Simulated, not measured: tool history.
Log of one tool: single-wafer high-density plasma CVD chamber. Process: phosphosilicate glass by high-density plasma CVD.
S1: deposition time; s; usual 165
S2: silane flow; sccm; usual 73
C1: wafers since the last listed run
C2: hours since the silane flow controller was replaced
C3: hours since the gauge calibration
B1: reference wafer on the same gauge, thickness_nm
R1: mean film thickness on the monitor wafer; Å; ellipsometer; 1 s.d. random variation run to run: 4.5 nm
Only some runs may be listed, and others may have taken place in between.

run     day   S1  S2    C1      C2      C3        B1        R1
  1   0.000  165  73     0  2333.8   464.4  1159.886  11292.47
  2   1.971  165  73   373  2381.1   511.7  1161.357  11375.39
  3   3.608  165  73   310  2420.4   551.0  1159.568  11383.24
  4   5.492  165  73   356  2465.6   596.2  1159.527  11268.10
  5   6.808  165  73   249  2497.2   627.8  1161.500  11278.59
  6   8.629  165  73   344  2540.9   671.5  1158.592  11410.15
  7  10.375  165  73   330  2582.8   713.4  1159.033  11388.38
  8  13.312  154  73   556  2653.3   783.9  1159.665  10512.41
  9  15.838  154  73   478  2713.9   844.5  1158.423  10545.17
 10  17.571  154  73   328  2755.5   886.1  1160.022  10556.62
 11  18.858  165  73   243  2786.4   917.0  1158.178  11264.41
 12  24.683  165  73  1102  2926.2  1056.8  1159.583  11272.95
 13  26.667  165  73   375  2973.8  1104.4  1161.402  11323.87
 14  31.779  165  73   967  3096.5  1227.1  1160.044  11212.04
 15  33.346  192  79   296  3134.1  1264.7  1159.541  14223.53
 16  36.025  165  73   507  3198.4  1329.0  1159.689  11235.53
 17  37.538  165  63   286  3234.7  1365.3  1160.346   9770.43
 18  38.671  165  73   214  3261.9  1392.5  1157.521  11239.11
     40.008  -- silane flow controller replaced
     40.250  -- gauge calibrated
 19  40.475  178  61   278    11.2     5.4  1160.460  10225.40
 20  41.950  165  73   279    46.6    40.8  1160.234  11302.92
 21  44.488  165  73   480   107.5   101.7  1162.042  11237.80
 22  46.683  147  82   415   160.2   154.4  1159.886  11275.43
 23  48.354  138  65   316   200.3   194.5  1161.468   8483.01
 24  50.442  194  61   395   250.4   244.6  1160.478  11187.45
 25  53.208  175  85   523   316.8   311.0  1159.556  13857.30
 26  55.258  165  62   388   366.0   360.2  1159.293   9615.76
 27  57.571  147  73   437   421.5   415.7  1159.253  10167.94

Below are 5 alternative next runs, each starting from the tool's condition after run 27. Predict each:
  A  57.588  137  73   3  421.9  416.1   ?   ?
  B  57.588  165  66   3  421.9  416.1   ?   ?
  C  57.588  195  67   3  421.9  416.1   ?   ?
  D  57.588  132  77   3  421.9  416.1   ?   ?
  E  57.588  181  73   3  421.9  416.1   ?   ?

run        B1        R1
  A  1161.879   9419.78
  B  1161.879  10274.39
  C  1161.879  12323.21
  D  1161.879   9565.40
  E  1161.879  12445.11
Had the tool no hidden state, the same runs would have come out as:
run        R1
  A   9419.78
  B  10274.39
  C  12323.21
  D   9565.40
  E  12445.11
